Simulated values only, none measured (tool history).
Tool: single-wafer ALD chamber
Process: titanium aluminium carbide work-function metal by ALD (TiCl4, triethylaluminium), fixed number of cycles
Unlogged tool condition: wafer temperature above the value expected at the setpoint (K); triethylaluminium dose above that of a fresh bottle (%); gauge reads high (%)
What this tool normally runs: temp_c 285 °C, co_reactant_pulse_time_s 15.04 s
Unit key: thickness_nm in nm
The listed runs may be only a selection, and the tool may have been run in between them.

| run | hour | temp_c | co_reactant_pulse_time_s | wafers since the last listed run | hours since the last thermocouple change | hours since the last triethylaluminium bottle change | hours since the showerhead was replaced | hours since the gauge calibration | read-back reference wafer on the same gauge, thickness_nm | thickness_nm |
|---|---|---|---|---|---|---|---|---|---|---|
| 1 | 0.0 | 285 | 15.04 | 0 | 605.7 | 785.8 | 2119.5 | 1019.7 | 1.940 | 2.054 |
| 2 | 106.5 | 285 | 15.04 | 994 | 712.2 | 892.3 | 2226.0 | 1126.2 | 1.941 | 2.050 |
| 3 | 196.4 | 285 | 16.64 | 839 | 802.1 | 982.2 | 2315.9 | 1216.1 | 1.939 | 2.069 |
| 4 | 270.9 | 285 | 16.64 | 695 | 876.6 | 1056.7 | 2390.4 | 1290.6 | 1.941 | 2.061 |
| 5 | 351.7 | 285 | 16.64 | 754 | 957.4 | 1137.5 | 2471.2 | 1371.4 | 1.940 | 2.057 |
|  | 425.2 | gauge calibrated |
| 6 | 429.0 | 296 | 15.04 | 721 | 1034.7 | 1214.8 | 2548.5 | 3.8 | 1.940 | 2.167 |
| 7 | 472.8 | 285 | 10.96 | 408 | 1078.5 | 1258.6 | 2592.3 | 47.6 | 1.940 | 2.030 |
|  | 533.4 | thermocouple changed; heater temperature recalibrated |
| 8 | 538.3 | 285 | 15.04 | 536 | 4.9 | 1324.1 | 2657.8 | 113.1 | 1.940 | 2.094 |
| 9 | 615.4 | 285 | 19.37 | 719 | 82.0 | 1401.2 | 2734.9 | 190.2 | 1.940 | 2.114 |
|  | 645.2 | showerhead replaced |
| 10 | 669.6 | 275 | 20.00 | 431 | 136.2 | 1455.4 | 24.4 | 244.4 | 1.940 | 2.011 |
|  | 734.6 | thermocouple changed; heater temperature recalibrated, repeated, since the last time left the tool worse |
| 11 | 741.9 | 300 | 17.12 | 600 | 7.3 | 1527.7 | 96.7 | 316.7 | 1.940 | 2.179 |
|  | 796.1 | triethylaluminium bottle replaced |
| 12 | 846.4 | 285 | 19.37 | 900 | 111.8 | 50.3 | 201.2 | 421.2 | 1.941 | 2.033 |
| 13 | 938.1 | 298 | 9.65 | 856 | 203.5 | 142.0 | 292.9 | 512.9 | 1.940 | 2.135 |
| 14 | 986.1 | 273 | 20.66 | 448 | 251.5 | 190.0 | 340.9 | 560.9 | 1.940 | 1.944 |
| 15 | 1069.7 | 285 | 15.04 | 780 | 335.1 | 273.6 | 424.5 | 644.5 | 1.940 | 2.057 |
| 16 | 1129.8 | 285 | 15.04 | 561 | 395.2 | 333.7 | 484.6 | 704.6 | 1.940 | 2.045 |

How the hidden state differs across the entries between the runs, from the last listed run before each to the first after it:
Logged between run 5 and run 6: gauge calibrated (hour 425.2)
  wafer temperature above the value expected at the setpoint (K): 3.64 -> 3.95
  measured minus no-state result, thickness_nm: +0.035 -> +0.039 nm
Logged between run 7 and run 8: thermocouple changed; heater temperature recalibrated (hour 533.4)
  wafer temperature above the value expected at the setpoint (K): 4.12 -> 7.03
  measured minus no-state result, thickness_nm: +0.039 -> +0.068 nm
Logged between run 9 and run 10: showerhead replaced (hour 645.2)
  wafer temperature above the value expected at the setpoint (K): 7.34 -> 7.56
  measured minus no-state result, thickness_nm: +0.072 -> +0.074 nm
Logged between run 10 and run 11: thermocouple changed; heater temperature recalibrated, repeated, since the last time left the tool worse (hour 734.6)
  wafer temperature above the value expected at the setpoint (K): 7.56 -> 0.241
  measured minus no-state result, thickness_nm: +0.074 -> +0.002 nm
Logged between run 11 and run 12: triethylaluminium bottle replaced (hour 796.1)
  wafer temperature above the value expected at the setpoint (K): 0.241 -> 0.66
  measured minus no-state result, thickness_nm: +0.002 -> +0.007 nm

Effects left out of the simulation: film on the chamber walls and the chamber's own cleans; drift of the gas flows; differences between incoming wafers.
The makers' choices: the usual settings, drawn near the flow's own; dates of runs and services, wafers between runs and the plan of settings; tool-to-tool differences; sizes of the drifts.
